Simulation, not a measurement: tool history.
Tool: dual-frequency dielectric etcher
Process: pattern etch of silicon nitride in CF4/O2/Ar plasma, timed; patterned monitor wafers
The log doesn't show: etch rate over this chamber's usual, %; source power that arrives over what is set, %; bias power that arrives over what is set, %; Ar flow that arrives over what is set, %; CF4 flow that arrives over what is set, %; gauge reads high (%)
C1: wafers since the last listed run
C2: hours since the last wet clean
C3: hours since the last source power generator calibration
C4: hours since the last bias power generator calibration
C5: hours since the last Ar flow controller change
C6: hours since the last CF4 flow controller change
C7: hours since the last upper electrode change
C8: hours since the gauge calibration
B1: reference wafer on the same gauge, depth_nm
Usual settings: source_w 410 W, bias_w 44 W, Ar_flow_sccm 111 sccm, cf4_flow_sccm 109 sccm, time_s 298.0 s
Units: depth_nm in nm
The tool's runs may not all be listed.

Run 1, hour 0.0: usual settings; C1 0; C2 480.1; C3 4209.9; C4 1814.6; C5 1934.4; C6 1983.3; C7 2622.6; C8 1152.2; B1 515.9. Result: depth_nm 456.3 nm.
Run 2, hour 19.4: usual settings; C1 64; C2 499.5; C3 4229.3; C4 1834.0; C5 1953.8; C6 2002.7; C7 2642.0; C8 1171.6; B1 516.3. Result: depth_nm 455.4 nm.
Run 3, hour 53.1: usual settings; C1 112; C2 533.2; C3 4263.0; C4 1867.7; C5 1987.5; C6 2036.4; C7 2675.7; C8 1205.3; B1 516.1. Result: depth_nm 455.8 nm.
At hour 57.3: gauge calibrated.
Run 4, hour 70.2: usual settings; C1 56; C2 550.3; C3 4280.1; C4 1884.8; C5 2004.6; C6 2053.5; C7 2692.8; C8 12.9; B1 516.0. Result: depth_nm 455.7 nm.
At hour 122.7: upper electrode replaced.
At hour 138.0: wet clean of the chamber.
Run 5, hour 138.5: usual settings but source_w 460 W, Ar_flow_sccm 89 sccm; C1 96; C2 0.5; C3 4348.4; C4 1953.1; C5 2072.9; C6 2121.8; C7 15.8; C8 81.2; B1 516.1. Result: depth_nm 503.0 nm.
Run 6, hour 138.9: usual settings; C1 1; C2 0.9; C3 4348.8; C4 1953.5; C5 2073.3; C6 2122.2; C7 16.2; C8 81.6; B1 516.0. Result: depth_nm 465.9 nm.
At hour 146.6: bias power generator calibrated.
Run 7, hour 147.1: usual settings but time_s 357.0 s; C1 13; C2 9.1; C3 4357.0; C4 0.5; C5 2081.5; C6 2130.4; C7 24.4; C8 89.8; B1 516.2. Result: depth_nm 571.4 nm.
Run 8, hour 163.9: usual settings but source_w 480 W, Ar_flow_sccm 92 sccm, cf4_flow_sccm 116 sccm, time_s 256.0 s; C1 55; C2 25.9; C3 4373.8; C4 17.3; C5 2098.3; C6 2147.2; C7 41.2; C8 106.6; B1 516.3. Result: depth_nm 453.8 nm.
Run 9, hour 179.7: usual settings but cf4_flow_sccm 82 sccm; C1 52; C2 41.7; C3 4389.6; C4 33.1; C5 2114.1; C6 2163.0; C7 57.0; C8 122.4; B1 516.0. Result: depth_nm 459.0 nm.
Run 10, hour 214.4: usual settings but Ar_flow_sccm 88 sccm, cf4_flow_sccm 88 sccm, time_s 328.0 s; C1 115; C2 76.4; C3 4424.3; C4 67.8; C5 2148.8; C6 2197.7; C7 91.7; C8 157.1; B1 516.0. Result: depth_nm 523.9 nm.
At hour 266.6: source power generator calibrated.
At hour 270.1: CF4 flow controller replaced.
Run 11, hour 316.0: usual settings; C1 313; C2 178.0; C3 49.4; C4 169.4; C5 2250.4; C6 45.9; C7 193.3; C8 258.7; B1 515.7. Result: depth_nm 474.2 nm.
Run 12, hour 347.8: usual settings but time_s 387.5 s; C1 105; C2 209.8; C3 81.2; C4 201.2; C5 2282.2; C6 77.7; C7 225.1; C8 290.5; B1 515.8. Result: depth_nm 613.9 nm.
At hour 358.9: Ar flow controller replaced.
Run 13, hour 377.3: usual settings but source_w 460 W, Ar_flow_sccm 89 sccm; C1 78; C2 239.3; C3 110.7; C4 230.7; C5 18.4; C6 107.2; C7 254.6; C8 320.0; B1 516.0. Result: depth_nm 508.6 nm.
Run 14, hour 408.0: usual settings but time_s 253.0 s; C1 102; C2 270.0; C3 141.4; C4 261.4; C5 49.1; C6 137.9; C7 285.3; C8 350.7; B1 515.9. Result: depth_nm 399.6 nm.
Run 15, hour 426.0: usual settings but bias_w 34 W; C1 59; C2 288.0; C3 159.4; C4 279.4; C5 67.1; C6 155.9; C7 303.3; C8 368.7; B1 516.0. Result: depth_nm 424.0 nm.
Run 16, hour 442.5: usual settings but source_w 360 W; C1 54; C2 304.5; C3 175.9; C4 295.9; C5 83.6; C6 172.4; C7 319.8; C8 385.2; B1 516.1. Result: depth_nm 445.0 nm.
Run 17, hour 475.2: usual settings but bias_w 53 W; C1 108; C2 337.2; C3 208.6; C4 328.6; C5 116.3; C6 205.1; C7 352.5; C8 417.9; B1 515.9. Result: depth_nm 506.3 nm.
Run 18, hour 488.8: usual settings but Ar_flow_sccm 87 sccm, cf4_flow_sccm 124 sccm, time_s 331.0 s; C1 45; C2 350.8; C3 222.2; C4 342.2; C5 129.9; C6 218.7; C7 366.1; C8 431.5; B1 516.0. Result: depth_nm 544.5 nm.
Run 19, hour 522.6: usual settings but Ar_flow_sccm 91 sccm, cf4_flow_sccm 127 sccm, time_s 339.5 s; C1 112; C2 384.6; C3 256.0; C4 376.0; C5 163.7; C6 252.5; C7 399.9; C8 465.3; B1 515.7. Result: depth_nm 555.2 nm.
Run 20, hour 556.9: usual settings; C1 114; C2 418.9; C3 290.3; C4 410.3; C5 198.0; C6 286.8; C7 434.2; C8 499.6; B1 516.1. Result: depth_nm 468.0 nm.

The next listed run, before its measurement:
Run 21, hour 569.8: usual settings but source_w 340 W, cf4_flow_sccm 129 sccm; C1 42; C2 431.8; C3 303.2; C4 423.2; C5 210.9; C6 299.7; C7 447.1; C8 512.5; B1 ?. Result: depth_nm ?.

{"run 21": {"B1": 515.9, "depth_nm": 441.8}}
Without the tool's hidden state the same run would have given depth_nm 452.3 nm.
